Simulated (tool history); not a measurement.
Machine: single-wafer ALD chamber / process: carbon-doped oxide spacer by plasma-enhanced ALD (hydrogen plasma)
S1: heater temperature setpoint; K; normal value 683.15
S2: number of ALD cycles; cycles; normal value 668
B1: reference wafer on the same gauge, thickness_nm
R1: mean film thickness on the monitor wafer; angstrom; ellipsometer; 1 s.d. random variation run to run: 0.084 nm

Run 1, hour 0: usual settings but S2 566 cycles; B1 35.393. Result: R1 288.9 angstrom.
Run 2, hour 8: usual settings but S2 566 cycles; B1 35.389. Result: R1 289.01 angstrom.
Run 3, hour 21.2: usual settings but S2 723 cycles; B1 35.403. Result: R1 368.55 angstrom.
Run 4, hour 37.4: usual settings but S2 723 cycles; B1 35.44. Result: R1 367.74 angstrom.
Run 5, hour 53.5: usual settings but S2 723 cycles; B1 35.437. Result: R1 371 angstrom.
Run 6, hour 69.1: usual settings but S2 613 cycles; B1 35.488. Result: R1 313.48 angstrom.
Run 7, hour 81.1: usual settings but S2 613 cycles; B1 35.503. Result: R1 312.72 angstrom.
Run 8, hour 98.6: usual settings but S1 678.15 K, S2 758 cycles; B1 35.494. Result: R1 393.49 angstrom.
Run 9, hour 150: usual settings but S1 678.15 K, S2 758 cycles; B1 35.573. Result: R1 394.23 angstrom.
Run 10, hour 159.8: usual settings but S1 678.15 K, S2 758 cycles; B1 35.57. Result: R1 394.52 angstrom.
Run 11, hour 173.4: usual settings; B1 35.611. Result: R1 340.95 angstrom.
Run 12, hour 186.3: usual settings; B1 35.613. Result: R1 342.54 angstrom.
Run 13, hour 204: usual settings; B1 35.62. Result: R1 343.46 angstrom.
Run 14, hour 214.8: usual settings; B1 35.664. Result: R1 341.54 angstrom.
Run 15, hour 228: usual settings; B1 35.658. Result: R1 342.87 angstrom.
Run 16, hour 234.4: usual settings but S1 677.15 K; B1 35.681. Result: R1 349.53 angstrom.
Run 17, hour 242.7: usual settings; B1 35.679. Result: R1 344.02 angstrom.
At hour 265.9: gauge calibrated.
Run 18, hour 269.5: usual settings; B1 35.134. Result: R1 337.57 angstrom.
Run 19, hour 275.9: usual settings; B1 35.145. Result: R1 338.13 angstrom.
Run 20, hour 289.2: usual settings; B1 35.149. Result: R1 336.58 angstrom.
Run 21, hour 301.2: usual settings; B1 35.172. Result: R1 337.99 angstrom.
Run 22, hour 319.1: usual settings but S1 669.15 K, S2 773 cycles; B1 35.203. Result: R1 404.85 angstrom.
Run 23, hour 330.4: usual settings but S1 678.15 K, S2 758 cycles; B1 35.215. Result: R1 391.33 angstrom.
Run 24, hour 346: usual settings but S1 697.15 K, S2 774 cycles; B1 35.255. Result: R1 373.21 angstrom.
At hour 361.4: thermocouple changed; heater temperature recalibrated.
Run 25, hour 361.9: usual settings; B1 35.238. Result: R1 339.05 angstrom.
Run 26, hour 365.6: usual settings but S1 693.15 K; B1 35.242. Result: R1 326.79 angstrom.
Run 27, hour 375.6: usual settings but S1 694.15 K, S2 624 cycles; B1 35.275. Result: R1 305.33 angstrom.
Run 28, hour 382.1: usual settings but S1 696.15 K; B1 35.267. Result: R1 324.47 angstrom.
Run 29, hour 391.1: usual settings; B1 35.286. Result: R1 338.82 angstrom.
Run 30, hour 406.8: usual settings but S1 691.15 K, S2 799 cycles; B1 35.319. Result: R1 395.65 angstrom.
Run 31, hour 420.2: usual settings but S1 689.15 K, S2 595 cycles; B1 35.32. Result: R1 295.77 angstrom.
Run 32, hour 435.4: usual settings but S1 692.15 K; B1 35.355. Result: R1 328.3 angstrom.
Run 33, hour 452: usual settings but S1 678.15 K, S2 616 cycles; B1 35.36. Result: R1 318.32 angstrom.
Run 34, hour 463.5: usual settings; B1 35.369. Result: R1 339.74 angstrom.
Run 35, hour 515: usual settings but S2 796 cycles; B1 35.442. Result: R1 405.65 angstrom.
Run 36, hour 521.5: usual settings but S1 696.15 K, S2 795 cycles; B1 35.443. Result: R1 384.99 angstrom.
Run 37, hour 534.7: usual settings; B1 35.477. Result: R1 341.76 angstrom.
Run 38, hour 548.8: usual settings; B1 35.462. Result: R1 342.45 angstrom.
Run 39, hour 557.4: usual settings but S1 696.15 K, S2 626 cycles; B1 35.5. Result: R1 305.82 angstrom.
Run 40, hour 563.5: usual settings; B1 35.491. Result: R1 340.8 angstrom.

What if the next run were any one of these 5? Each begins from the tool's condition after run 40:
Run A, hour 564.9: usual settings; B1 ?. Result: R1 ?.
Run B, hour 564.9: usual settings but S1 679.15 K, S2 541 cycles; B1 ?. Result: R1 ?.
Run C, hour 564.9: usual settings but S1 669.15 K, S2 546 cycles; B1 ?. Result: R1 ?.
Run D, hour 564.9: usual settings but S1 688.15 K, S2 581 cycles; B1 ?. Result: R1 ?.
Run E, hour 564.9: usual settings but S1 678.15 K, S2 620 cycles; B1 ?. Result: R1 ?.

run      B1      R1
  A  35.513  341.66
  B  35.513  280.61
  C  35.513   287.9
  D  35.513  291.93
  E  35.513   322.7
Without the tool's unlogged condition, the same runs would have read:
run      R1
  A  337.79
  B  277.43
  C  284.64
  D  288.62
  E  319.05
